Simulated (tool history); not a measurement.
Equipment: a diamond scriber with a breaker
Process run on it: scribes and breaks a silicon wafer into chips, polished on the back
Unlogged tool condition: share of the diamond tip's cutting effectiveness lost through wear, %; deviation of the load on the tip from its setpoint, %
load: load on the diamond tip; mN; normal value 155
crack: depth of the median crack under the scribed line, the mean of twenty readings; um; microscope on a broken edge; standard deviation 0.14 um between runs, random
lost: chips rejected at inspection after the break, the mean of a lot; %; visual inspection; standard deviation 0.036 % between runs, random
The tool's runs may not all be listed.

| run | day | load | wafers since the last listed run | hours since the diamond tip was replaced | hours since the load on the tip was calibrated | incoming depth of the damage left on the back of the incoming wafer, um | crack | lost |
|---|---|---|---|---|---|---|---|---|
| 1 | 0 | 187 | 0 | 817.8 | 143.4 | 0.02 | 9.36 | 0.78 |
| 2 | 3.967 | 187 | 320 | 913 | 238.6 | 0.02 | 8.95 | 0.77 |
| 3 | 7.1 | 187 | 253 | 988.2 | 313.8 | 0.02 | 8.57 | 0.91 |
|  | 8.583 | diamond tip replaced by a new one |
| 4 | 9.896 | 155 | 219 | 31.5 | 380.9 | 0.03 | 9.51 | 0.76 |
| 5 | 13.038 | 184 | 254 | 106.9 | 456.3 | 0.01 | 9.99 | 1.85 |
| 6 | 16.85 | 155 | 308 | 198.4 | 547.8 | 0.04 | 9.11 | 0.77 |
| 7 | 18.438 | 155 | 128 | 236.5 | 585.9 | 0.04 | 8.86 | 0.75 |
| 8 | 22.833 | 155 | 355 | 342 | 691.4 | 0.01 | 8.83 | 0.8 |
| 9 | 24.612 | 174 | 143 | 384.7 | 734.1 | 0.04 | 9.89 | 1.06 |
| 10 | 27.154 | 174 | 205 | 445.7 | 795.1 | 0.02 | 9.65 | 0.96 |
|  | 29.1 | load on the tip recalibrated |
| 11 | 31.254 | 174 | 324 | 544.1 | 51.7 | 0.04 | 9.53 | 0.85 |
| 12 | 33.792 | 178 | 205 | 605 | 112.6 | 0.03 | 9.4 | 0.92 |
| 13 | 35.629 | 178 | 148 | 649.1 | 156.7 | 0.04 | 9.81 | 0.86 |
| 14 | 39.879 | 178 | 343 | 751.1 | 258.7 | 0.04 | 9.31 | 0.79 |
| 15 | 41.979 | 176 | 169 | 801.5 | 309.1 | 0.05 | 9 | 0.82 |
| 16 | 43.767 | 176 | 144 | 844.4 | 352 | 0.04 | 9.06 | 0.76 |
|  | 51.846 | diamond tip replaced by a new one, of another model than before |
| 17 | 55.179 | 155 | 916 | 80 | 625.9 | 0.04 | 9.24 | 0.69 |
| 18 | 62.804 | 169 | 616 | 263 | 808.9 | 0.01 | 9.7 | 0.82 |
|  | 63.454 | load on the tip recalibrated |
| 19 | 67.171 | 169 | 346 | 367.8 | 89.2 | 0.04 | 9.46 | 0.75 |
| 20 | 71.338 | 189 | 337 | 467.8 | 189.2 | 0.01 | 9.43 | 1.21 |
| 21 | 75.625 | 120 | 346 | 570.7 | 292.1 | 0.02 | 7.94 | 3.12 |
| 22 | 77.267 | 186 | 132 | 610.1 | 331.5 | 0.05 | 9.69 | 0.88 |
| 23 | 79.454 | 119 | 176 | 662.6 | 384 | 0.04 | 7.72 | 3.76 |
| 24 | 81.542 | 168 | 168 | 712.7 | 434.1 | 0.01 | 9.01 | 0.83 |
| 25 | 83.35 | 130 | 146 | 756.1 | 477.5 | 0.02 | 7.77 | 3.12 |
| 26 | 85.617 | 155 | 183 | 810.5 | 531.9 | 0.04 | 8.71 | 1.43 |
| 27 | 87.433 | 200 | 146 | 854.1 | 575.5 | 0.04 | 9.38 | 0.75 |
|  | 93.179 | load on the tip recalibrated |
|  | 94.138 | diamond tip replaced by a new one |
| 28 | 99.904 | 193 | 995 | 138.4 | 161.4 | 0.02 | 10 | 1.44 |
| 29 | 102.992 | 116 | 249 | 212.5 | 235.5 | 0.05 | 7.75 | 3.1 |
| 30 | 104.667 | 134 | 135 | 252.7 | 275.7 | 0.03 | 8.14 | 1.61 |
| 31 | 116 | 167 | 916 | 524.7 | 547.7 | 0.02 | 9.04 | 0.79 |
| 32 | 119.542 | 111 | 286 | 609.7 | 632.7 | 0.04 | 7.52 | 5.14 |
| 33 | 121.471 | 175 | 156 | 656 | 679 | 0.03 | 8.95 | 0.82 |
| 34 | 125.217 | 155 | 303 | 745.9 | 768.9 | 0.05 | 8.15 | 1.53 |
| 35 | 127.846 | 114 | 212 | 809 | 832 | 0.04 | 7.26 | 5.76 |
|  | 128.825 | load on the tip recalibrated |
| 36 | 129.717 | 155 | 144 | 853.9 | 21.4 | 0.02 | 8.24 | 2.06 |
| 37 | 133.975 | 155 | 344 | 956.1 | 123.6 | 0.03 | 7.69 | 2.85 |
| 38 | 136.279 | 143 | 186 | 1011.4 | 178.9 | 0.05 | 7.4 | 4.06 |
| 39 | 138.925 | 180 | 214 | 1074.9 | 242.4 | 0.03 | 8.25 | 2.08 |

Measured minus without-hidden-state, run by run (identical run-to-run variation in each term; gauge scatter may differ):
| run | crack | lost |
|---|---|---|
| 1 | -1.2 | -1.46 |
| 2 | -1.38 | -1.29 |
| 3 | -1.55 | -1.13 |
| 4 | -0.02 | +0 |
| 5 | -0.03 | -0.07 |
| 6 | -0.06 | +0.01 |
| 7 | -0.08 | +0.01 |
| 8 | -0.14 | +0.03 |
| 9 | -0.2 | -0.25 |
| 10 | -0.25 | -0.31 |
| 11 | -0.38 | -0.4 |
| 12 | -0.46 | -0.61 |
| 13 | -0.54 | -0.66 |
| 14 | -0.7 | -0.76 |
| 15 | -0.79 | -0.69 |
| 16 | -0.89 | -0.62 |
| 17 | -0.06 | +0 |
| 18 | -0.13 | -0.09 |
| 19 | -0.21 | -0.12 |
| 20 | -0.31 | -0.54 |
| 21 | -0.37 | +1.18 |
| 22 | -0.51 | -0.63 |
| 23 | -0.49 | +1.71 |
| 24 | -0.65 | -0.03 |
| 25 | -0.63 | +1.78 |
| 26 | -0.82 | +0.74 |
| 27 | -0.98 | -1.32 |
| 28 | -0.24 | -0.45 |
| 29 | -0.21 | +0.75 |
| 30 | -0.25 | +0.46 |
| 31 | -0.53 | -0.07 |
| 32 | -0.54 | +2.37 |
| 33 | -0.72 | -0.28 |
| 34 | -0.8 | +0.82 |
| 35 | -0.83 | +3.51 |
| 36 | -1.04 | +1.34 |
| 37 | -1.21 | +2.1 |
| 38 | -1.29 | +3.28 |
| 39 | -1.65 | +0.81 |
